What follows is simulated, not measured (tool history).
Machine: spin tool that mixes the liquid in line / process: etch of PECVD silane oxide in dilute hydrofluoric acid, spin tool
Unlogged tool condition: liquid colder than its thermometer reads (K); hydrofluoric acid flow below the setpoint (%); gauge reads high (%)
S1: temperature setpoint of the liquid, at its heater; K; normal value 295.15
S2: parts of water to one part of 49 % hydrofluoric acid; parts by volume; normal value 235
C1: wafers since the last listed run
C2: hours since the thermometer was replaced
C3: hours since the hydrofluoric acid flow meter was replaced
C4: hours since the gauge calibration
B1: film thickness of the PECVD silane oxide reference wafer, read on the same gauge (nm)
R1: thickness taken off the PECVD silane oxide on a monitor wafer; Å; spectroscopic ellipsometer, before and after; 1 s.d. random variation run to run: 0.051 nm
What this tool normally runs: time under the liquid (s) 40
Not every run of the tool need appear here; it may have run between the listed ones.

{"run": 1, "hour": 0.0, "S1": 295.15, "S2": 235, "time under the liquid (s)": 40, "C1": 0, "C2": 770, "C3": 1452, "C4": 836.4, "B1": 79.97, "R1": 69}
{"run": 2, "hour": 30.9, "S1": 295.15, "S2": 235, "time under the liquid (s)": 40, "C1": 417, "C2": 800.9, "C3": 1482.9, "C4": 867.3, "B1": 79.97, "R1": 69.3}
{"run": 3, "hour": 91.3, "S1": 295.15, "S2": 235, "time under the liquid (s)": 40, "C1": 815, "C2": 861.3, "C3": 1543.3, "C4": 927.7, "B1": 79.98, "R1": 68.8}
{"run": 4, "hour": 142.0, "S1": 295.15, "S2": 235, "time under the liquid (s)": 40, "C1": 684, "C2": 912, "C3": 1594, "C4": 978.4, "B1": 79.95, "R1": 68.6}
{"run": 5, "hour": 177.9, "S1": 295.15, "S2": 235, "time under the liquid (s)": 40, "C1": 484, "C2": 947.9, "C3": 1629.9, "C4": 1014.3, "B1": 80.04, "R1": 69.1}
{"run": 6, "hour": 210.0, "S1": 295.15, "S2": 235, "time under the liquid (s)": 40, "C1": 433, "C2": 980, "C3": 1662, "C4": 1046.4, "B1": 79.99, "R1": 69}
{"run": 7, "hour": 272.7, "S1": 295.15, "S2": 235, "time under the liquid (s)": 40, "C1": 846, "C2": 1042.7, "C3": 1724.7, "C4": 1109.1, "B1": 79.96, "R1": 68.2}
{"run": 8, "hour": 317.6, "S1": 295.15, "S2": 235, "time under the liquid (s)": 40, "C1": 605, "C2": 1087.6, "C3": 1769.6, "C4": 1154, "B1": 79.98, "R1": 67.8}
{"run": 9, "hour": 355.9, "S1": 295.15, "S2": 235, "time under the liquid (s)": 40, "C1": 516, "C2": 1125.9, "C3": 1807.9, "C4": 1192.3, "B1": 80.06, "R1": 68.9}
{"run": 10, "hour": 409.5, "S1": 295.15, "S2": 235, "time under the liquid (s)": 40, "C1": 723, "C2": 1179.5, "C3": 1861.5, "C4": 1245.9, "B1": 79.96, "R1": 68.3}
{"run": 11, "hour": 436.9, "S1": 295.15, "S2": 235, "time under the liquid (s)": 40, "C1": 369, "C2": 1206.9, "C3": 1888.9, "C4": 1273.3, "B1": 80.06, "R1": 67.9}
{"run": 12, "hour": 480.5, "S1": 296.15, "S2": 235, "time under the liquid (s)": 55, "C1": 588, "C2": 1250.5, "C3": 1932.5, "C4": 1316.9, "B1": 80, "R1": 96.9}
{"run": 13, "hour": 509.0, "S1": 296.15, "S2": 235, "time under the liquid (s)": 55, "C1": 384, "C2": 1279, "C3": 1961, "C4": 1345.4, "B1": 79.98, "R1": 97.4}
{"run": 14, "hour": 578.1, "S1": 295.15, "S2": 165, "time under the liquid (s)": 40, "C1": 932, "C2": 1348.1, "C3": 2030.1, "C4": 1414.5, "B1": 80, "R1": 104.2}
{"run": 15, "hour": 632.6, "S1": 295.15, "S2": 165, "time under the liquid (s)": 40, "C1": 735, "C2": 1402.6, "C3": 2084.6, "C4": 1469, "B1": 79.99, "R1": 104.6}
{"run": 16, "hour": 657.8, "S1": 295.15, "S2": 235, "time under the liquid (s)": 60, "C1": 340, "C2": 1427.8, "C3": 2109.8, "C4": 1494.2, "B1": 79.98, "R1": 100.8}
{"run": 17, "hour": 720.5, "S1": 295.15, "S2": 355, "time under the liquid (s)": 40, "C1": 846, "C2": 1490.5, "C3": 2172.5, "C4": 1556.9, "B1": 80.01, "R1": 39.6}
{"hour": 761.5, "done": "hydrofluoric acid flow meter replaced"}
{"hour": 767.7, "done": "thermometer replaced"}
{"run": 18, "hour": 786.6, "S1": 299.15, "S2": 190, "time under the liquid (s)": 55, "C1": 865, "C2": 18.9, "C3": 25.1, "C4": 1623, "B1": 80.01, "R1": 125.7}
{"run": 19, "hour": 849.2, "S1": 297.65, "S2": 235, "time under the liquid (s)": 35, "C1": 844, "C2": 81.5, "C3": 87.7, "C4": 1685.6, "B1": 80.03, "R1": 58.1}
{"run": 20, "hour": 906.3, "S1": 295.15, "S2": 235, "time under the liquid (s)": 65, "C1": 770, "C2": 138.6, "C3": 144.8, "C4": 1742.7, "B1": 79.96, "R1": 97.2}
{"run": 21, "hour": 941.4, "S1": 292.15, "S2": 235, "time under the liquid (s)": 40, "C1": 473, "C2": 173.7, "C3": 179.9, "C4": 1777.8, "B1": 79.97, "R1": 53.7}
{"run": 22, "hour": 990.3, "S1": 295.15, "S2": 270, "time under the liquid (s)": 20, "C1": 659, "C2": 222.6, "C3": 228.8, "C4": 1826.7, "B1": 79.99, "R1": 25.3}
{"hour": 1008.3, "done": "hydrofluoric acid flow meter replaced, repeated, since the last time left the tool worse"}
{"run": 23, "hour": 1058.4, "S1": 291.65, "S2": 235, "time under the liquid (s)": 40, "C1": 905, "C2": 290.7, "C3": 50.1, "C4": 1894.8, "B1": 79.96, "R1": 64.7}
{"hour": 1071.6, "done": "gauge calibrated"}
{"run": 24, "hour": 1174.3, "S1": 295.15, "S2": 235, "time under the liquid (s)": 30, "C1": 1564, "C2": 406.6, "C3": 166, "C4": 102.7, "B1": 79.99, "R1": 55.1}
{"run": 25, "hour": 1243.5, "S1": 295.15, "S2": 235, "time under the liquid (s)": 40, "C1": 933, "C2": 475.8, "C3": 235.2, "C4": 171.9, "B1": 79.96, "R1": 73.6}
{"run": 26, "hour": 1298.8, "S1": 295.15, "S2": 345, "time under the liquid (s)": 40, "C1": 746, "C2": 531.1, "C3": 290.5, "C4": 227.2, "B1": 79.93, "R1": 45.2}
{"run": 27, "hour": 1347.9, "S1": 295.15, "S2": 235, "time under the liquid (s)": 40, "C1": 662, "C2": 580.2, "C3": 339.6, "C4": 276.3, "B1": 80.05, "R1": 73.2}
{"run": 28, "hour": 1393.1, "S1": 299.15, "S2": 205, "time under the liquid (s)": 55, "C1": 609, "C2": 625.4, "C3": 384.8, "C4": 321.5, "B1": 79.95, "R1": 136.4}
{"run": 29, "hour": 1459.6, "S1": 295.15, "S2": 235, "time under the liquid (s)": 40, "C1": 897, "C2": 691.9, "C3": 451.3, "C4": 388, "B1": 79.96, "R1": 73.6}
{"run": 30, "hour": 1485.5, "S1": 292.65, "S2": 330, "time under the liquid (s)": 25, "C1": 349, "C2": 717.8, "C3": 477.2, "C4": 413.9, "B1": 80, "R1": 26.7}
{"run": 31, "hour": 1519.4, "S1": 295.15, "S2": 235, "time under the liquid (s)": 40, "C1": 457, "C2": 751.7, "C3": 511.1, "C4": 447.8, "B1": 80, "R1": 71.8}
{"run": 32, "hour": 1543.7, "S1": 295.15, "S2": 315, "time under the liquid (s)": 40, "C1": 327, "C2": 776, "C3": 535.4, "C4": 472.1, "B1": 79.97, "R1": 50}
{"run": 33, "hour": 1609.1, "S1": 295.15, "S2": 115, "time under the liquid (s)": 40, "C1": 882, "C2": 841.4, "C3": 600.8, "C4": 537.5, "B1": 80, "R1": 168}
{"run": 34, "hour": 1677.3, "S1": 295.15, "S2": 195, "time under the liquid (s)": 55, "C1": 920, "C2": 909.6, "C3": 669, "C4": 605.7, "B1": 80.01, "R1": 124.5}

3 ways to go on from here, each from the tool as it stands after run 34. What would each give?
{"run": "A", "hour": 1677.7, "S1": 295.15, "S2": 235, "time under the liquid (s)": 40, "C1": 5, "C2": 910, "C3": 669.4, "C4": 606.1, "B1": "?", "R1": "?"}
{"run": "B", "hour": 1677.7, "S1": 292.65, "S2": 280, "time under the liquid (s)": 25, "C1": 5, "C2": 910, "C3": 669.4, "C4": 606.1, "B1": "?", "R1": "?"}
{"run": "C", "hour": 1677.7, "S1": 291.15, "S2": 235, "time under the liquid (s)": 60, "C1": 5, "C2": 910, "C3": 669.4, "C4": 606.1, "B1": "?", "R1": "?"}

run=A B1=79.98 R1=73
run=B B1=79.98 R1=33.4
run=C B1=79.98 R1=94.1
Stripped of hidden state, with their random variation kept, the same runs would have yielded:
run=A R1=75.2
run=B R1=34.5
run=C R1=96.9

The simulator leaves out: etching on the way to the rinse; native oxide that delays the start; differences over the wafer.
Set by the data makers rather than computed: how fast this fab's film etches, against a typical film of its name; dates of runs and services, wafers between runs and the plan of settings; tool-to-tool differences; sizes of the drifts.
